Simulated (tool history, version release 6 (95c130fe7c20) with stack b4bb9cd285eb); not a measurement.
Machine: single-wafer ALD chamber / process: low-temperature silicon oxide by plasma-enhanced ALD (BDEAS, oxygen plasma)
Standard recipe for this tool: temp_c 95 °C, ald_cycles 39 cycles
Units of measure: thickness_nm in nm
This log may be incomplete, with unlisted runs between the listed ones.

run,hour,temp_c,ald_cycles,"read-back reference wafer on the same gauge, thickness_nm",thickness_nm
1,0,95,39,4.643,5.416
2,43.6,95,39,4.638,5.444
3,73.4,95,39,4.64,5.418
4,103.4,95,35,4.642,4.846
5,148.7,95,35,4.638,4.895
6,185.4,95,39,4.644,5.44
7,247.6,95,39,4.643,5.456
8,300.2,95,39,4.637,5.444
9,344.5,103,39,4.634,5.325
10,413.1,95,39,4.638,5.456
11,453.4,95,39,4.646,5.451
12,488.6,95,39,4.644,5.417
13,531,95,39,4.639,5.437
14,600.4,99,47,4.638,6.507
# hour 627.8: gauge calibrated
15,656.2,95,39,4.641,5.472
16,709.7,101,42,4.64,5.762
17,768,103,39,4.638,5.343
18,870.7,95,33,4.638,4.62
19,898.3,95,45,4.64,6.308
20,944.6,85,45,4.64,6.505
# hour 1017: thermocouple changed; heater temperature recalibrated
21,1116.5,84,41,4.641,5.856
22,1145.6,100,46,4.641,6.292
23,1213.7,85,33,4.64,4.731
24,1254.5,80,34,4.635,4.96
25,1363.1,100,39,4.639,5.323
26,1409.8,102,43,4.639,5.857

Predict each of these 5 candidate next runs independently; none follows another, all start after run 26:
A,1410.3,95,32,?,?
B,1410.3,100,45,?,?
C,1410.3,101,46,?,?
D,1410.3,99,35,?,?
E,1410.3,95,42,?,?

run,"read-back reference wafer on the same gauge, thickness_nm",thickness_nm
A,4.643,4.455
B,4.643,6.167
C,4.643,6.284
D,4.643,4.811
E,4.643,5.847
Had the tool no hidden state, the same runs would have come out as:
run,thickness_nm
A,4.444
B,6.151
C,6.271
D,4.8
E,5.832

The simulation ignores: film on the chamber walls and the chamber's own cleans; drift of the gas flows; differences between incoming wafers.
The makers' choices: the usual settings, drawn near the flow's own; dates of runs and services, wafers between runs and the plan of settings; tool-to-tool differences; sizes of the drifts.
